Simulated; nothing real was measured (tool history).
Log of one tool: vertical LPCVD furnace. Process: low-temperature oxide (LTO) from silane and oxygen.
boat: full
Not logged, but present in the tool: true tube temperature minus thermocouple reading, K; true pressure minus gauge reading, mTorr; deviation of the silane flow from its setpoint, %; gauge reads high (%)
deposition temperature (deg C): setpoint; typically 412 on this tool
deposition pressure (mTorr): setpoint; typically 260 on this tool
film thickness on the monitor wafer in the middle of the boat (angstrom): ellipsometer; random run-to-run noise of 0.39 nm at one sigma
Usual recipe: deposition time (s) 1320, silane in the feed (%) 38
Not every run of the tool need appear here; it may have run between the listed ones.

run   hour  deposition temperature (deg C)  deposition pressure (mTorr)  deposition time (s)  silane in the feed (%)  wafers since the last listed run  hours since the last temperature calibration  hours since the pressure gauge was zeroed  hours since the silane flow controller was replaced  hours since the gauge calibration  read-back reference wafer on the same gauge, thickness  film thickness on the monitor wafer in the middle of the boat (angstrom)
  1      0                             412                          260                 1710                      43                                 0                                        4107.7                                       5025                                               3621.7                               55.9                                                  273.79                                                                    3910.1
  2   13.7                             412                          260                 1710                      43                               135                                        4121.4                                     5038.7                                               3635.4                               69.6                                                  273.94                                                                    3892.9
  3   31.8                             412                          260                 1320                      38                               178                                        4139.5                                     5056.8                                               3653.5                               87.7                                                  274.08                                                                    2616.2
  4   38.5                             412                          260                 1320                      38                                66                                        4146.2                                     5063.5                                               3660.2                               94.4                                                  273.99                                                                    2615.3
      76.5  -- pressure gauge zeroed
      88.4  -- silane flow controller replaced
     105.5  -- thermocouples replaced and temperature profile calibrated
  5    106                             412                          260                 1320                      38                               143                                           0.5                                       29.5                                                 17.6                              161.9                                                  273.87                                                                    2618.6
  6  110.5                             412                          260                 1320                      38                                44                                             5                                         34                                                 22.1                              166.4                                                  274.03                                                                      2614
  7    115                             412                          260                 1320                      38                                44                                           9.5                                       38.5                                                 26.6                              170.9                                                   274.1                                                                    2626.5
  8  119.5                             412                          260                 1320                      38                                44                                            14                                         43                                                 31.1                              175.4                                                   273.9                                                                    2624.5
  9    124                             412                          260                 1320                      38                                44                                          18.5                                       47.5                                                 35.6                              179.9                                                  273.98                                                                    2615.3
 10  128.5                             412                          260                 1320                      38                                44                                            23                                         52                                                 40.1                              184.4                                                  274.08                                                                    2622.1
 11    133                             412                          260                 1560                      45                                44                                          27.5                                       56.5                                                 44.6                              188.9                                                  274.03                                                                    3727.1
 12  137.5                             404                          260                 1050                      45                                44                                            32                                         61                                                 49.1                              193.4                                                   273.9                                                                    2311.1
 13  145.6                             422                          220                 1620                      40                                80                                          40.1                                       69.1                                                 57.2                              201.5                                                  274.04                                                                    3201.3
 14  160.6                             412                          260                 1500                      31                               148                                          55.1                                       84.1                                                 72.2                              216.5                                                  274.01                                                                    2280.7
 15  172.9                             416                          260                 1620                      38                               121                                          67.4                                       96.4                                                 84.5                              228.8                                                     274                                                                      3344
     181.4  -- gauge calibrated
 16    182                             412                          200                 1320                      38                                89                                          76.5                                      105.5                                                 93.6                                0.6                                                  274.04                                                                    2008.6
 17  196.1                             412                          260                 1320                      38                               139                                          90.6                                      119.6                                                107.7                               14.7                                                  273.96                                                                    2620.5
 18  206.7                             412                          260                 1320                      38                               104                                         101.2                                      130.2                                                118.3                               25.3                                                  274.08                                                                    2615.5
 19  224.4                             412                          260                 1320                      38                               174                                         118.9                                      147.9                                                  136                                 43                                                  273.81                                                                    2623.2
 20  234.3                             405                          245                  780                      36                                97                                         128.8                                      157.8                                                145.9                               52.9                                                  273.91                                                                    1260.1

Alternative continuations, all from the tool just after run 20; predict every row:
  A  238.9                             412                          260                 1800                      38                                45                                         133.4                                      162.4                                                150.5                               57.5                                                       ?                                                                         ?
  B  238.9                             405                          205                 1320                      41                                45                                         133.4                                      162.4                                                150.5                               57.5                                                       ?                                                                         ?
  C  238.9                             412                          215                 1020                      38                                45                                         133.4                                      162.4                                                150.5                               57.5                                                       ?                                                                         ?

run  read-back reference wafer on the same gauge, thickness  film thickness on the monitor wafer in the middle of the boat (angstrom)
  A                                                  273.83                                                                    3570.2
  B                                                  273.83                                                                    2094.5
  C                                                  273.83                                                                      1673
Without the tool's hidden state the same runs would have given:
run  film thickness on the monitor wafer in the middle of the boat (angstrom)
  A                                                                    3570.2
  B                                                                    2094.5
  C                                                                      1673
